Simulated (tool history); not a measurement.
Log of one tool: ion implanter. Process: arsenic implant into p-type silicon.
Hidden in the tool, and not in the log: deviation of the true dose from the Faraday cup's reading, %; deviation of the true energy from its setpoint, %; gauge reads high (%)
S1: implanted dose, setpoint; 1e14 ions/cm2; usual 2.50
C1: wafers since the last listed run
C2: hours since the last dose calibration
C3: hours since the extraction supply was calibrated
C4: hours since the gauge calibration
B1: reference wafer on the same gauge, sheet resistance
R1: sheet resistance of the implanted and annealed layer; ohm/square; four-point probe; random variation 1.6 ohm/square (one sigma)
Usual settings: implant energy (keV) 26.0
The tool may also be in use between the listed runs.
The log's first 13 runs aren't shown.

Run 14, hour 284.1: usual settings; C1 164; C2 60.1; C3 3945.1; C4 945.9; B1 392.07. Result: R1 338.16 ohm/square.
Run 15, hour 309.8: usual settings; C1 253; C2 85.8; C3 3970.8; C4 971.6; B1 392.06. Result: R1 342.15 ohm/square.
Run 16, hour 333.0: usual settings; C1 228; C2 109.0; C3 3994.0; C4 994.8; B1 392.67. Result: R1 338.72 ohm/square.
At hour 348.4: gauge calibrated.
Run 17, hour 356.1: usual settings; C1 227; C2 132.1; C3 4017.1; C4 7.7; B1 391.88. Result: R1 339.25 ohm/square.
Run 18, hour 389.0: usual settings but implant energy (keV) 29.0; C1 324; C2 165.0; C3 4050.0; C4 40.6; B1 391.91. Result: R1 335.29 ohm/square.
Run 19, hour 412.7: usual settings but implant energy (keV) 23.0; C1 233; C2 188.7; C3 4073.7; C4 64.3; B1 391.71. Result: R1 348.92 ohm/square.
Run 20, hour 435.2: usual settings but implant energy (keV) 20.5; C1 221; C2 211.2; C3 4096.2; C4 86.8; B1 392.32. Result: R1 353.86 ohm/square.
Run 21, hour 465.6: usual settings but S1 3.14 1e14 ions/cm2, implant energy (keV) 20.0; C1 299; C2 241.6; C3 4126.6; C4 117.2; B1 391.80. Result: R1 296.85 ohm/square.
Run 22, hour 481.6: usual settings but S1 3.02 1e14 ions/cm2, implant energy (keV) 35.0; C1 157; C2 257.6; C3 4142.6; C4 133.2; B1 391.97. Result: R1 284.96 ohm/square.
Run 23, hour 500.9: usual settings but S1 1.80 1e14 ions/cm2; C1 190; C2 276.9; C3 4161.9; C4 152.5; B1 391.88. Result: R1 439.61 ohm/square.
Run 24, hour 529.8: usual settings but S1 2.85 1e14 ions/cm2; C1 284; C2 305.8; C3 4190.8; C4 181.4; B1 390.97. Result: R1 311.71 ohm/square.
At hour 548.5: extraction supply calibrated.
Run 25, hour 563.2: usual settings but implant energy (keV) 33.5; C1 250; C2 339.2; C3 14.7; C4 214.8; B1 391.96. Result: R1 335.11 ohm/square.
Run 26, hour 630.7: usual settings; C1 665; C2 406.7; C3 82.2; C4 282.3; B1 391.74. Result: R1 344.36 ohm/square.
Run 27, hour 649.9: usual settings but S1 2.27 1e14 ions/cm2, implant energy (keV) 19.5; C1 189; C2 425.9; C3 101.4; C4 301.5; B1 392.53. Result: R1 386.65 ohm/square.
Run 28, hour 681.9: usual settings but S1 3.16 1e14 ions/cm2, implant energy (keV) 19.5; C1 315; C2 457.9; C3 133.4; C4 333.5; B1 392.36. Result: R1 300.64 ohm/square.
Run 29, hour 708.5: usual settings but implant energy (keV) 30.0; C1 262; C2 484.5; C3 160.0; C4 360.1; B1 391.82. Result: R1 340.49 ohm/square.
Run 30, hour 734.2: usual settings but S1 1.85 1e14 ions/cm2, implant energy (keV) 32.5; C1 253; C2 510.2; C3 185.7; C4 385.8; B1 392.14. Result: R1 418.16 ohm/square.
Run 31, hour 752.2: usual settings but S1 1.89 1e14 ions/cm2, implant energy (keV) 34.5; C1 177; C2 528.2; C3 203.7; C4 403.8; B1 392.27. Result: R1 409.38 ohm/square.
Run 32, hour 767.0: usual settings; C1 145; C2 543.0; C3 218.5; C4 418.6; B1 391.55. Result: R1 346.89 ohm/square.
Run 33, hour 798.5: usual settings; C1 310; C2 574.5; C3 250.0; C4 450.1; B1 391.98. Result: R1 345.82 ohm/square.
Run 34, hour 832.6: usual settings but implant energy (keV) 19.0; C1 335; C2 608.6; C3 284.1; C4 484.2; B1 392.24. Result: R1 361.57 ohm/square.
Run 35, hour 864.8: usual settings but implant energy (keV) 29.0; C1 317; C2 640.8; C3 316.3; C4 516.4; B1 391.99. Result: R1 344.27 ohm/square.
Run 36, hour 898.2: usual settings but S1 2.87 1e14 ions/cm2, implant energy (keV) 20.5; C1 329; C2 674.2; C3 349.7; C4 549.8; B1 392.32. Result: R1 323.91 ohm/square.
Run 37, hour 915.0: usual settings but implant energy (keV) 23.5; C1 165; C2 691.0; C3 366.5; C4 566.6; B1 392.51. Result: R1 352.55 ohm/square.
Run 38, hour 927.2: usual settings; C1 120; C2 703.2; C3 378.7; C4 578.8; B1 392.50. Result: R1 348.91 ohm/square.

Forecast each of these 3 alternatives for the next run:
Run A, hour 927.6: usual settings; C1 3; C2 703.6; C3 379.1; C4 579.2; B1 ?. Result: R1 ?.
Run B, hour 927.6: usual settings but S1 2.88 1e14 ions/cm2, implant energy (keV) 35.0; C1 3; C2 703.6; C3 379.1; C4 579.2; B1 ?. Result: R1 ?.
Run C, hour 927.6: usual settings but S1 1.82 1e14 ions/cm2, implant energy (keV) 28.5; C1 3; C2 703.6; C3 379.1; C4 579.2; B1 ?. Result: R1 ?.

run      B1      R1
  A  391.71  348.20
  B  391.71  300.32
  C  391.71  434.50
Without the tool's hidden state the same runs would have given:
run      R1
  A  336.83
  B  290.50
  C  420.74
